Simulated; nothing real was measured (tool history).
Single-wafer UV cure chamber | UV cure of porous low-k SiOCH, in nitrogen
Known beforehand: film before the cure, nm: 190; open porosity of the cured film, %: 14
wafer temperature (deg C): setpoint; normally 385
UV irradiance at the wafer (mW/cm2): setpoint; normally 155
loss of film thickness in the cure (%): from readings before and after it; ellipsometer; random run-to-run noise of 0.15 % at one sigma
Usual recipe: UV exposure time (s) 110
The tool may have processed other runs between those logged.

run	hour	wafer temperature (deg C)	UV exposure time (s)	UV irradiance at the wafer (mW/cm2)	loss of film thickness in the cure (%)
1	0.0	385	110	155	9.417
2	32.4	385	110	186	9.970
3	69.0	385	110	186	10.457
4	279.9	385	110	186	9.418
5	326.6	385	110	155	8.985
6	390.4	385	110	155	8.498
7	435.3	385	110	155	8.753
8	492.3	385	110	155	8.721
9	553.6	385	110	180	9.052
10	578.6	385	110	155	8.656
11	726.3	385	110	155	8.461
12	765.3	385	110	155	8.492
13	831.6	385	110	155	8.440
14	861.0	385	110	155	8.488
15	929.9	385	110	155	8.386
16	979.3	385	110	155	8.356
# hour 1057.5: quartz window cleaned
17	1135.5	385	110	155	9.347
18	1166.1	385	110	155	9.208
19	1223.4	385	110	155	9.181
20	1288.4	385	110	155	8.868
21	1318.3	385	110	155	8.714
22	1349.7	402	110	127	8.550
23	1384.6	392	150	135	9.460
24	1432.3	374	110	130	7.663
25	1499.9	371	110	190	8.910
26	1565.7	385	110	155	8.758
27	1623.7	395	65	175	6.951
28	1660.4	385	80	128	6.422
29	1698.8	385	110	155	8.488
30	1809.2	378	75	189	7.449
31	1839.2	377	75	116	5.667
# hour 1858.6: UV bulbs replaced
32	1885.2	373	110	155	8.733
33	1923.7	366	110	117	7.471
34	1959.0	385	110	155	9.054
35	2028.2	392	110	155	9.012
# hour 2079.1: quartz window cleaned
36	2079.6	385	110	155	9.463
37	2110.1	385	110	155	9.364
38	2295.3	385	110	155	9.135
39	2334.9	366	110	167	9.154
40	2395.5	385	110	155	8.935

Some steps in loss of film thickness in the cure (%) between neighbouring runs. How much of each would the tool show without its hidden state too (settings, what came in, random variation), and how much is left for the hidden state, with any gauge scatter that isn't in both results?
The hidden state here: lamp output below its setpoint, %; transmission lost against a clean window, %.
Run 16 -> 17: quartz window cleaned. loss of film thickness in the cure (%) +0.991: hidden state +0.818, all else +0.173.
Run 26 -> 27: wafer temperature (deg C) 385 -> 395, UV exposure time (s) 110 -> 65, UV irradiance at the wafer (mW/cm2) 155 -> 175. loss of film thickness in the cure (%) -1.807: hidden state +0.095, all else -1.902.
Run 28 -> 29: UV exposure time (s) 80 -> 110, UV irradiance at the wafer (mW/cm2) 128 -> 155. loss of film thickness in the cure (%) +2.066: hidden state -0.158, all else +2.224.
Run 31 -> 32: wafer temperature (deg C) 377 -> 373, UV exposure time (s) 75 -> 110, UV irradiance at the wafer (mW/cm2) 116 -> 155, UV bulbs replaced. loss of film thickness in the cure (%) +3.066: hidden state +0.344, all else +2.722.
Run 35 -> 36: wafer temperature (deg C) 392 -> 385, quartz window cleaned. loss of film thickness in the cure (%) +0.451: hidden state +0.952, all else -0.501.
Run 37 -> 38: no setting touched and nothing written in the log between the runs. loss of film thickness in the cure (%) -0.229: hidden state -0.481, all else +0.252.

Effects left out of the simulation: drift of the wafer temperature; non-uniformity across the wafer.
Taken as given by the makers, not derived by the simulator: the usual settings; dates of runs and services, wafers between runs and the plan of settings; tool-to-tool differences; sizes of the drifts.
